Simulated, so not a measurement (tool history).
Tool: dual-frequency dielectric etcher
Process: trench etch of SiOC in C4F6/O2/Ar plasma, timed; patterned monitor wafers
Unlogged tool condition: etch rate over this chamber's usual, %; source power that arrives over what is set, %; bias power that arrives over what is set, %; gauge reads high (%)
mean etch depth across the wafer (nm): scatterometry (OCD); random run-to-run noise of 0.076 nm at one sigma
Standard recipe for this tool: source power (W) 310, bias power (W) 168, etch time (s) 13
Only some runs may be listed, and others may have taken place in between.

run	hour	source power (W)	bias power (W)	etch time (s)	wafers since the last listed run	hours since the last wet clean	hours since the last source power generator calibration	hours since the last bias power generator calibration	hours since the last upper electrode change	hours since the gauge calibration	read-back reference wafer on the same gauge, depth_nm	mean etch depth across the wafer (nm)
1	0	290	168	13	0	121.8	2051.8	2947.2	2451.6	1033	21.13	24.26
2	65	290	168	13	1010	186.8	2116.8	3012.2	2516.6	1098	21.09	24.2
3	169.4	290	168	13	1623	291.2	2221.2	3116.6	2621	1202.4	21.12	24.25
# hour 303.2: bias power generator calibrated
4	350.4	310	185	13	2752	472.2	2402.2	47.2	2802	1383.4	21.14	25.31
5	397.2	310	185	13	727	519	2449	94	2848.8	1430.2	21.1	25.26
# hour 439.4: wet clean of the chamber
6	454.5	360	155	13	517	15.1	2506.3	151.3	2906.1	1487.5	21.09	24.51
# hour 482.8: upper electrode replaced
7	662.1	380	207	9	2854	222.7	2713.9	358.9	179.3	1695.1	21.09	19.18
8	862.8	310	189	13	3120	423.4	2914.6	559.6	380	1895.8	21.1	25.54
# hour 888.5: bias power generator calibrated, repeated, since the last time left the tool worse
# hour 894.1: source power generator calibrated
9	928.9	250	147	15.5	903	489.5	34.8	40.4	446.1	1961.9	21.08	26.76
10	968.9	280	127	11	621	529.5	74.8	80.4	486.1	2001.9	21.07	18.43
# hour 973.8: gauge calibrated
# hour 1007.3: wet clean of the chamber
11	1009.3	380	188	10	255	2	115.2	120.8	526.5	35.5	21.14	21.06
12	1044.2	310	168	13	542	36.9	150.1	155.7	561.4	70.4	21.11	24.9
13	1095.4	310	168	13	796	88.1	201.3	206.9	612.6	121.6	21.12	24.94
14	1145.9	310	168	13	785	138.6	251.8	257.4	663.1	172.1	21.08	24.88
15	1204.9	310	168	13	917	197.6	310.8	316.4	722.1	231.1	21.11	24.87
16	1259.6	310	168	14	850	252.3	365.5	371.1	776.8	285.8	21.1	26.95
17	1322.4	310	138	13	976	315.1	428.3	433.9	839.6	348.6	21.09	23.04
18	1383.3	260	152	12	946	376	489.2	494.8	900.5	409.5	21.11	21.05
19	1411.1	240	146	15.5	432	403.8	517	522.6	928.3	437.3	21.1	26.44
# hour 1485: wet clean of the chamber
20	1485.5	250	168	13	783	0.5	591.4	597	1002.7	511.7	21.1	23.59
21	1491.2	280	168	11	88	6.2	597.1	602.7	1008.4	517.4	21.1	20.36
22	1543.1	380	168	10.5	807	58.1	649	654.6	1060.3	569.3	21.09	21.1
23	1592.9	310	145	11	774	107.9	698.8	704.4	1110.1	619.1	21.09	19.74
24	1633.7	310	156	15	634	148.7	739.6	745.2	1150.9	659.9	21.09	27.92
25	1700.4	250	205	9.5	1037	215.4	806.3	811.9	1217.6	726.6	21.11	18.72

Run 26 is up next; what results do you expect?
26	1741.5	310	168	13	639	256.5	847.4	853	1258.7	767.7	?	?

Run 26 came out at read-back reference wafer on the same gauge, depth_nm 21.09, mean etch depth across the wafer (nm) 24.85.
Were there no unlogged condition in the tool, this run, its random variation unchanged, would have produced mean etch depth across the wafer (nm) 24.98.
